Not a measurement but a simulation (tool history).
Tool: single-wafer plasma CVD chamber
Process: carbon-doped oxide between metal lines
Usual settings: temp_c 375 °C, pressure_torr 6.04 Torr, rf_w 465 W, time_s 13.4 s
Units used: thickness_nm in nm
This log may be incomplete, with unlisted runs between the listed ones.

run	day	temp_c	pressure_torr	rf_w	time_s	wafers since the last listed run	hours since the last thermocouple change	hours since the last RF generator calibration	hours since the last manometer calibration	hours since the showerhead was replaced	hours since the gauge calibration	read-back reference wafer on the same gauge, thickness_nm	thickness_nm
1	0.000	375	6.04	465	13.4	0	2149.1	2466.3	1833.0	5837.5	86.8	65.414	63.484
2	0.588	375	6.04	465	13.4	348	2163.2	2480.4	1847.1	5851.6	100.9	65.402	63.401
3	1.162	375	6.04	465	13.4	341	2177.0	2494.2	1860.9	5865.4	114.7	65.398	63.322
4	1.438	375	5.16	465	13.4	163	2183.6	2500.8	1867.5	5872.0	121.3	65.408	61.782
5	2.092	375	6.04	465	13.4	388	2199.3	2516.5	1883.2	5887.7	137.0	65.411	63.405
# day 2.888: RF generator calibrated
# day 3.221: gauge calibrated
6	3.654	375	5.32	465	13.4	729	2236.8	18.4	1920.7	5925.2	10.4	65.395	65.525
7	4.317	375	6.04	465	13.4	393	2252.7	34.3	1936.6	5941.1	26.3	65.422	66.633
8	4.833	375	6.04	465	13.4	306	2265.1	46.7	1949.0	5953.5	38.7	65.397	66.592
# day 5.438: showerhead replaced
9	5.458	375	6.04	465	13.4	173	2280.1	61.7	1964.0	0.5	53.7	65.411	66.488
10	5.746	375	6.04	465	13.4	170	2287.0	68.6	1970.9	7.4	60.6	65.396	66.444
# day 6.338: thermocouple changed; heater temperature recalibrated
11	6.358	381	7.46	405	13.4	165	0.5	83.3	1985.6	22.1	75.3	65.408	59.562
12	6.825	375	6.04	465	13.4	276	11.7	94.5	1996.8	33.3	86.5	65.395	66.524
# day 7.304: capacitance manometer re-zeroed and calibrated
13	7.325	375	6.04	465	15.4	98	23.7	106.5	0.5	45.3	98.5	65.393	75.985
14	7.596	389	7.52	540	13.4	160	30.2	113.0	7.0	51.8	105.0	65.410	72.729
15	8.225	383	6.04	430	13.4	373	45.3	128.1	22.1	66.9	120.1	65.413	60.836
16	8.617	365	6.04	465	13.4	232	54.7	137.5	31.5	76.3	129.5	65.396	67.870
17	8.875	388	6.04	550	12.5	153	60.9	143.7	37.7	82.5	135.7	65.406	67.360
18	9.133	375	6.04	465	13.4	153	67.1	149.9	43.9	88.7	141.9	65.409	66.056

Below are 4 alternative next runs, each starting from the tool's condition after run 18. Predict each:
A	9.150	375	6.04	465	13.4	9	67.5	150.3	44.3	89.1	142.3	?	?
B	9.150	375	6.44	385	13.4	9	67.5	150.3	44.3	89.1	142.3	?	?
C	9.150	383	4.96	490	13.4	9	67.5	150.3	44.3	89.1	142.3	?	?
D	9.150	387	6.04	465	13.4	9	67.5	150.3	44.3	89.1	142.3	?	?

run	read-back reference wafer on the same gauge, thickness_nm	thickness_nm
A	65.380	66.069
B	65.380	56.978
C	65.380	65.205
D	65.380	64.274
With the hidden condition removed and each run's random variation left untouched, the same runs would have given:
run	thickness_nm
A	68.096
B	58.936
C	67.063
D	66.246
